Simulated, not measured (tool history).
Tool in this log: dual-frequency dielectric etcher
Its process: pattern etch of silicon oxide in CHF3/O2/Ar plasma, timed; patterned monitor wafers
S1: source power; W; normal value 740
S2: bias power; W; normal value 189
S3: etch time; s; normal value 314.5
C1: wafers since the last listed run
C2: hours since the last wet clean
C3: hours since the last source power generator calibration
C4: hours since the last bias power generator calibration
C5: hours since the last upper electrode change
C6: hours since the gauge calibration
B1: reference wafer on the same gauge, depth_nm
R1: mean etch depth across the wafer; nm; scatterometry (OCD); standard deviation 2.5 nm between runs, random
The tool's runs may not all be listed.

run	hour	S1	S2	S3	C1	C2	C3	C4	C5	C6	B1	R1
1	0	680	189	314.5	0	385.1	3706.8	3574.4	5414.1	2351.9	783.8	670.5
# hour 39.7: wet clean of the chamber
2	59.8	740	189	314.5	135	20.1	3766.6	3634.2	5473.9	2411.7	784.3	658.2
# hour 73.4: gauge calibrated
3	264.2	740	189	314.5	776	224.5	3971	3838.6	5678.3	190.8	784.3	679.2
4	307.3	740	189	314.5	163	267.6	4014.1	3881.7	5721.4	233.9	784	678.2
5	356.7	620	189	314.5	187	317	4063.5	3931.1	5770.8	283.3	783.5	647.6
6	403.1	620	189	314.5	176	363.4	4109.9	3977.5	5817.2	329.7	784.5	654.5
# hour 449.4: wet clean of the chamber
7	465.7	620	189	314.5	146	16.3	4172.5	4040.1	5879.8	392.3	784.9	631.8
8	510.7	740	189	314.5	170	61.3	4217.5	4085.1	5924.8	437.3	783.7	668.7
9	548.3	740	189	223.5	142	98.9	4255.1	4122.7	5962.4	474.9	783.8	476
10	597.6	740	189	314.5	187	148.2	4304.4	4172	6011.7	524.2	783.8	676.5
# hour 637.3: upper electrode replaced
11	645.1	740	189	314.5	89	195.7	4351.9	4219.5	7.8	571.7	784.1	682.8
12	675.8	820	189	314.5	116	226.4	4382.6	4250.2	38.5	602.4	784.1	702.3
13	736.5	740	157	223.5	230	287.1	4443.3	4310.9	99.2	663.1	784.1	438
14	772.5	840	152	350.5	136	323.1	4479.3	4346.9	135.2	699.1	783.7	709.2
# hour 807.2: bias power generator calibrated
15	830.7	690	145	243.5	205	381.3	4537.5	23.5	193.4	757.3	784	454.1
# hour 880.3: wet clean of the chamber
16	897.2	740	189	314.5	161	16.9	4604	90	259.9	823.8	784	652.3
17	930.6	850	189	347.5	126	50.3	4637.4	123.4	293.3	857.2	783.7	758.8
# hour 953: source power generator calibrated
18	991.6	870	207	226	216	111.3	38.6	184.4	354.3	918.2	783.4	525.4
19	1021.5	740	215	314.5	113	141.2	68.5	214.3	384.2	948.1	783.6	709
20	1065.3	740	189	314.5	166	185	112.3	258.1	428	991.9	783.4	671.6
21	1098.6	740	214	367	126	218.3	145.6	291.4	461.3	1025.2	784.1	840.9
22	1155.8	650	165	314.5	217	275.5	202.8	348.6	518.5	1082.4	784.3	610.1
23	1219.6	740	166	233.5	242	339.3	266.6	412.4	582.3	1146.2	784.3	469.4
24	1260.3	690	231	379.5	154	380	307.3	453.1	623	1186.9	784.2	902.3
# hour 1314.8: wet clean of the chamber
25	1318.9	740	189	314.5	131	4.1	365.9	511.7	681.6	1245.5	784.4	653.2
26	1389.5	740	189	246.5	268	74.7	436.5	582.3	752.2	1316.1	784.2	520.1
27	1417.9	740	174	314.5	107	103.1	464.9	610.7	780.6	1344.5	784.3	632.9
28	1465.1	740	208	279.5	179	150.3	512.1	657.9	827.8	1391.7	783.1	624.5
29	1489.5	890	189	403.5	92	174.7	536.5	682.3	852.2	1416.1	783.7	908.7

A few steps of R1 between consecutive runs. Split each: what settings, incoming material and random variation would produce without the hidden state, and what is left over for the hidden state, along with gauge scatter present in only one of the two compared results (measured, and without hidden state):
Unlogged tool condition in this case: etch rate over this chamber's usual, %; source power that arrives over what is set, %; bias power that arrives over what is set, %; gauge reads high (%).
Run 1 -> 2: S1 680 -> 740, wet clean of the chamber. R1 -12.3 nm: hidden state -26.7, all else +14.4.
Run 23 -> 24: S1 740 -> 690, S2 166 -> 231, S3 233.5 -> 379.5. R1 +432.9 nm: hidden state +21.4, all else +411.5.
Run 24 -> 25: S1 690 -> 740, S2 231 -> 189, S3 379.5 -> 314.5, wet clean of the chamber. R1 -249.1 nm: hidden state -39.5, all else -209.6.
Run 28 -> 29: S1 740 -> 890, S2 208 -> 189, S3 279.5 -> 403.5. R1 +284.2 nm: hidden state +8.2, all else +276.
